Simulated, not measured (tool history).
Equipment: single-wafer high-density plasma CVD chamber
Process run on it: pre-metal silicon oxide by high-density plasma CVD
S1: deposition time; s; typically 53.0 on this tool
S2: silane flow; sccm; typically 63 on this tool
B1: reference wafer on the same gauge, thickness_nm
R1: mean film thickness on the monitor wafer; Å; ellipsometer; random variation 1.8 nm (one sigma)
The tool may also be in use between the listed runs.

{"run": 1, "day": 0.0, "S1": 53.0, "S2": 63, "B1": 351.734, "R1": 3263.42}
{"run": 2, "day": 12.662, "S1": 53.0, "S2": 63, "B1": 350.183, "R1": 3260.25}
{"run": 3, "day": 14.221, "S1": 53.0, "S2": 63, "B1": 350.12, "R1": 3272.26}
{"run": 4, "day": 17.979, "S1": 53.0, "S2": 63, "B1": 349.647, "R1": 3259.02}
{"run": 5, "day": 22.217, "S1": 53.0, "S2": 63, "B1": 349.465, "R1": 3248.15}
{"run": 6, "day": 24.975, "S1": 53.0, "S2": 63, "B1": 348.867, "R1": 3255.35}
{"run": 7, "day": 28.992, "S1": 53.0, "S2": 56, "B1": 348.333, "R1": 2873.74}
{"run": 8, "day": 33.438, "S1": 58.4, "S2": 63, "B1": 347.501, "R1": 3562.3}
{"day": 34.1, "done": "silane flow controller replaced"}
{"run": 9, "day": 36.733, "S1": 58.4, "S2": 63, "B1": 347.45, "R1": 3547.2}
{"run": 10, "day": 40.088, "S1": 58.4, "S2": 63, "B1": 346.694, "R1": 3531.63}
{"run": 11, "day": 43.367, "S1": 49.9, "S2": 70, "B1": 346.753, "R1": 3372.16}
{"day": 46.0, "done": "gauge calibrated"}
{"run": 12, "day": 46.188, "S1": 50.3, "S2": 63, "B1": 359.114, "R1": 3188.94}
{"run": 13, "day": 49.462, "S1": 53.0, "S2": 63, "B1": 358.716, "R1": 3293.54}
{"run": 14, "day": 52.558, "S1": 44.3, "S2": 74, "B1": 357.796, "R1": 3257.87}
{"run": 15, "day": 55.208, "S1": 63.6, "S2": 56, "B1": 357.438, "R1": 3524.39}
{"run": 16, "day": 59.025, "S1": 46.2, "S2": 63, "B1": 357.36, "R1": 2906.76}
{"run": 17, "day": 60.621, "S1": 62.8, "S2": 56, "B1": 356.817, "R1": 3490.11}
{"run": 18, "day": 63.317, "S1": 57.0, "S2": 52, "B1": 356.721, "R1": 2946.35}
{"run": 19, "day": 67.321, "S1": 49.9, "S2": 70, "B1": 356.142, "R1": 3451.59}
{"run": 20, "day": 69.875, "S1": 53.0, "S2": 63, "B1": 355.412, "R1": 3313.18}
{"run": 21, "day": 71.471, "S1": 53.0, "S2": 63, "B1": 355.447, "R1": 3288.37}
{"run": 22, "day": 73.988, "S1": 45.3, "S2": 56, "B1": 355.132, "R1": 2526.29}
{"run": 23, "day": 77.758, "S1": 61.8, "S2": 71, "B1": 354.785, "R1": 4372.02}
{"run": 24, "day": 79.5, "S1": 45.0, "S2": 63, "B1": 354.132, "R1": 2811.93}
{"run": 25, "day": 83.675, "S1": 63.6, "S2": 68, "B1": 353.685, "R1": 4264.85}
{"run": 26, "day": 87.021, "S1": 62.9, "S2": 70, "B1": 353.547, "R1": 4328.98}

Branching from run 26: 3 alternative next runs. What would each branch give?
{"run": "A", "day": 87.038, "S1": 53.0, "S2": 69, "B1": "?", "R1": "?"}
{"run": "B", "day": 87.038, "S1": 48.3, "S2": 72, "B1": "?", "R1": "?"}
{"run": "C", "day": 87.038, "S1": 44.8, "S2": 57, "B1": "?", "R1": "?"}

run=A B1=353.593 R1=3602.67
run=B B1=353.593 R1=3425.94
run=C B1=353.593 R1=2515.66
Had the tool no hidden state, the same runs would have come out as:
run=A R1=3648.46
run=B R1=3469.48
run=C R1=2547.64
